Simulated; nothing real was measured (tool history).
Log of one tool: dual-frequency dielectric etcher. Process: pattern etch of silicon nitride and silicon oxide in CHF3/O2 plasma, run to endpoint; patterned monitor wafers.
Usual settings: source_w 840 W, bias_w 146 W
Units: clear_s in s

run    hour  source_w  bias_w  incoming incoming film thickness, nm  clear_s
  1     0.0       840     123                                 243.8    155.9
       18.1  -- source power generator calibrated
  2    32.5       840     146                                 245.6    155.1
  3    82.6       840     146                                 243.8    154.2
  4   108.2       840     146                                 243.2    152.8
  5   165.3       950     146                                 242.7    144.7
  6   371.2       840     146                                 240.2    156.7
      522.4  -- wet clean of the chamber
      557.3  -- bias power generator calibrated
  7   573.3       840     146                                 243.2    154.1
  8   607.6       840     146                                 241.8    155.3
  9   660.3       840     162                                 242.7    151.0
 10   719.4       840     162                                 241.3    152.2
 11   788.1       840     162                                 242.1    154.0
 12   827.9       900     146                                 242.4    151.1
 13   882.0       900     146                                 245.3    155.2
 14   939.1       840     146                                 240.8    158.4
 15   963.6       840     175                                 244.8    154.3
 16  1014.0       660     112                                 244.6    202.4
     1040.7  -- wet clean of the chamber
 17  1064.5       840     167                                 242.7    146.1
 18  1119.4       740     131                                 243.1    169.1
 19  1162.6       780     126                                 243.8    166.6
 20  1225.0       700     136                                 245.0    176.7
 21  1286.0       930     157                                 243.0    141.5
 22  1416.2       990     135                                 244.9    145.8
     1469.2  -- upper electrode replaced
 23  1483.4       690     159                                 245.4    174.1
 24  1524.4       840     146                                 245.9    160.1
     1531.2  -- source power generator calibrated
     1575.5  -- wet clean of the chamber
 25  1576.0       840     146                                 241.3    153.3
 26  1635.7      1030     178                                 242.3    130.0
 27  1670.2       630     179                                 245.6    179.8
 28  1730.8      1010     110                                 243.1    150.4
 29  1774.6       840     146                                 241.8    154.7
 30  1826.8       920     119                                 241.8    156.7
 31  1869.0      1020     112                                 242.9    148.7
     2026.5  -- wet clean of the chamber
 32  2027.0       840     146                                 243.3    153.3
 33  2059.4       840     146                                 243.7    154.6
 34  2114.7       660     174                                 244.6    174.0

Measured less the same run without the tool's hidden state. The same run-to-run variation is in both; the gauge's scatter may not be:
The hidden state here: etch rate over this chamber's usual, %; source power that arrives over what is set, %; bias power that arrives over what is set, %.
run  clear_s
  1     -4.9
  2     -0.1
  3     +0.7
  4     +1.1
  5     +2.0
  6     +5.3
  7     +0.4
  8     +1.0
  9     +1.8
 10     +2.5
 11     +3.5
 12     +4.1
 13     +4.9
 14     +5.8
 15     +6.0
 16     +8.8
 17     -3.0
 18     -2.6
 19     -2.0
 20     -1.2
 21     -0.2
 22     +1.3
 23     +2.5
 24     +2.9
 25     +0.2
 26     +1.1
 27     +2.1
 28     +2.7
 29     +3.4
 30     +4.3
 31     +4.7
 32     +0.7
 33     +1.2
 34     +2.4
